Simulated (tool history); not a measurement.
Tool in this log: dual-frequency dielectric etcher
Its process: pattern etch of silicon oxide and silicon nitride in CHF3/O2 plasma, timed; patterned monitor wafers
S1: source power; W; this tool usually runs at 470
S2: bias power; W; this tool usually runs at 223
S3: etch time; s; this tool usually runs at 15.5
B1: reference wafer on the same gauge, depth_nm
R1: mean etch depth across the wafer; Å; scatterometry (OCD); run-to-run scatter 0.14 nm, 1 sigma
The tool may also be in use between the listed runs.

| run | hour | S1 | S2 | S3 | B1 | R1 |
|---|---|---|---|---|---|---|
| 1 | 0 | 470 | 223 | 15.5 | 17.72 | 206.9 |
| 2 | 19.5 | 470 | 223 | 15.5 | 17.69 | 203.3 |
| 3 | 53.5 | 470 | 223 | 15.5 | 17.7 | 202.4 |
| 4 | 73.3 | 470 | 223 | 15.5 | 17.71 | 203.1 |
| 5 | 99.2 | 470 | 223 | 15.5 | 17.69 | 200.8 |
|  | 189.9 | bias power generator calibrated |
|  | 204.7 | wet clean of the chamber |
| 6 | 205.2 | 470 | 223 | 15.5 | 17.69 | 210 |
| 7 | 218.3 | 470 | 223 | 15.5 | 17.73 | 209.5 |
| 8 | 231.9 | 470 | 223 | 15.5 | 17.71 | 205.6 |
| 9 | 254.6 | 410 | 223 | 15.5 | 17.69 | 195.2 |
|  | 259.1 | source power generator calibrated |
| 10 | 276.5 | 470 | 173 | 19 | 17.7 | 227.2 |
| 11 | 304.2 | 430 | 173 | 18.5 | 17.69 | 212.9 |
|  | 311.4 | gauge calibrated |
|  | 336.1 | upper electrode replaced |
| 12 | 336.6 | 470 | 223 | 15.5 | 17.69 | 208.1 |
| 13 | 361 | 390 | 223 | 15.5 | 17.7 | 192.1 |
| 14 | 393.1 | 530 | 273 | 19 | 17.71 | 288.6 |
| 15 | 422.2 | 470 | 173 | 17 | 17.7 | 200.6 |
| 16 | 449.5 | 470 | 223 | 17.5 | 17.7 | 231.6 |

Branching from run 16: 5 alternative next runs. What would each branch give?
| A | 449.9 | 470 | 223 | 15.5 | ? | ? |
| B | 449.9 | 370 | 249 | 15.5 | ? | ? |
| C | 449.9 | 430 | 198 | 18 | ? | ? |
| D | 449.9 | 470 | 179 | 15.5 | ? | ? |
| E | 449.9 | 470 | 223 | 13.5 | ? | ? |

| run | B1 | R1 |
|---|---|---|
| A | 17.7 | 203.3 |
| B | 17.7 | 193.8 |
| C | 17.7 | 215.7 |
| D | 17.7 | 184 |
| E | 17.7 | 177.1 |
Stripped of hidden state, with their random variation kept, the same runs would have yielded:
| run | R1 |
|---|---|
| A | 207.8 |
| B | 198.2 |
| C | 220.5 |
| D | 188.1 |
| E | 181 |
